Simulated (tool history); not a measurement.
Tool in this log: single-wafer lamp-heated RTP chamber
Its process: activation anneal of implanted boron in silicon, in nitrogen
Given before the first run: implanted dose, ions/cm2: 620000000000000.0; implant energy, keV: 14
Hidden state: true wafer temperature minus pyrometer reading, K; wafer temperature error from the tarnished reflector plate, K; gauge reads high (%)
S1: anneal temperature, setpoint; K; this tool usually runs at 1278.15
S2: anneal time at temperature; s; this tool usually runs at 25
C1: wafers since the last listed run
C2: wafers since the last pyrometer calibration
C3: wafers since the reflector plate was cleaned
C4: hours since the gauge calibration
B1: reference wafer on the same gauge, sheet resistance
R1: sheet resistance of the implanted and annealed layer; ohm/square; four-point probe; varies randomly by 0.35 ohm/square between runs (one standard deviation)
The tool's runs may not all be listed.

run,hour,S1,S2,C1,C2,C3,C4,B1,R1
1,0.0,1278.15,25,0,1638,6482,673.0,210.94,189.49
2,94.6,1292.15,29,1879,3517,8362,767.6,210.95,186.74
3,134.1,1292.15,29,784,4302,9147,807.1,210.96,186.69
4,170.2,1290.15,25,717,5019,9864,843.2,210.91,187.43
5,217.1,1278.15,34,931,5951,10796,890.1,210.95,187.55
6,289.4,1278.15,25,1436,7388,12232,962.4,211.07,188.03
# hour 372.6: reflector plate cleaned
7,383.6,1278.15,25,1712,9101,219,1056.6,211.03,189.49
8,457.2,1278.15,25,1462,10563,1681,1130.2,210.99,188.77
9,512.0,1270.15,14,1088,11652,2770,1185.0,210.95,192.85
10,589.2,1270.15,14,1533,13186,4304,1262.2,211.04,192.04
# hour 619.8: pyrometer window cleaned and pyrometer calibrated
11,659.2,1270.15,14,1231,783,5536,1332.2,211.00,191.86
12,727.1,1278.15,25,1349,2132,6885,1400.1,210.99,188.18
13,803.4,1278.15,25,1516,3648,8401,1476.4,211.02,188.63
14,857.4,1278.15,25,1072,4721,9474,1530.4,211.00,188.86
15,898.7,1278.15,20,820,5542,10295,1571.7,211.00,189.09
# hour 993.4: reflector plate cleaned
16,993.9,1278.15,31,1732,7274,10,1666.9,211.04,189.02
# hour 1038.0: gauge calibrated
17,1049.1,1267.15,31,1096,8371,1107,11.1,211.02,191.43
18,1119.5,1264.15,25,1398,9770,2506,81.5,211.08,193.00
# hour 1159.2: pyrometer window cleaned and pyrometer calibrated
19,1178.4,1278.15,25,1011,382,3517,140.4,210.95,189.32
20,1248.2,1306.15,25,1386,1769,4904,210.2,210.95,186.12
21,1328.4,1254.15,35,1593,3362,6498,290.4,211.03,193.90
22,1391.1,1258.15,25,1245,4608,7743,353.1,211.02,193.21
23,1431.2,1278.15,19,796,5405,8540,393.2,211.03,189.60
24,1481.4,1256.15,12,997,6402,9538,443.4,210.94,196.93
25,1547.9,1278.15,25,1321,7724,10859,509.9,211.07,188.96
# hour 1604.0: reflector plate cleaned
26,1623.1,1295.15,34,1335,9059,379,585.1,210.88,185.92
27,1695.6,1294.15,31,1440,10499,1820,657.6,210.98,187.10
# hour 1704.1: pyrometer window cleaned and pyrometer calibrated
28,1936.6,1259.15,19,4629,4620,6449,898.6,210.97,194.95
29,2025.8,1278.15,25,1772,6393,8222,987.8,211.02,189.09
30,2071.7,1299.15,14,912,7305,9134,1033.7,211.06,187.15
31,2141.9,1278.15,17,1394,8699,10529,1103.9,210.97,188.92
32,2213.4,1260.15,19,1420,10120,11949,1175.4,211.00,193.03
33,2285.1,1295.15,21,1424,11545,13374,1247.1,211.02,187.00
# hour 2316.3: reflector plate cleaned
34,2342.4,1249.15,20,979,12524,519,1304.4,211.00,202.10
# hour 2351.4: pyrometer window cleaned and pyrometer calibrated
35,2391.7,1296.15,35,820,801,1340,1353.7,211.01,186.05

Some steps in R1, run to run, broken into two amounts with sign: the step expected even without the hidden condition (settings, incoming material, random variation), and the rest, left for the hidden condition together with whatever gauge scatter is not in both the measured and the hidden-condition-free result:
Run 23 -> 24: S1 1278.15 -> 1256.15, S2 19 -> 12. R1 +7.33 ohm/square: hidden state -2.86, all else +10.19.
Run 24 -> 25: S1 1256.15 -> 1278.15, S2 12 -> 25. R1 -7.97 ohm/square: hidden state +2.71, all else -10.68.
Run 32 -> 33: S1 1260.15 -> 1295.15, S2 19 -> 21. R1 -6.03 ohm/square: hidden state +2.68, all else -8.71.
Run 33 -> 34: S1 1295.15 -> 1249.15, S2 21 -> 20, reflector plate cleaned. R1 +15.10 ohm/square: hidden state +0.14, all else +14.96.
Run 34 -> 35: S1 1249.15 -> 1296.15, S2 20 -> 35, pyrometer window cleaned and pyrometer calibrated. R1 -16.05 ohm/square: hidden state +0.53, all else -16.58.

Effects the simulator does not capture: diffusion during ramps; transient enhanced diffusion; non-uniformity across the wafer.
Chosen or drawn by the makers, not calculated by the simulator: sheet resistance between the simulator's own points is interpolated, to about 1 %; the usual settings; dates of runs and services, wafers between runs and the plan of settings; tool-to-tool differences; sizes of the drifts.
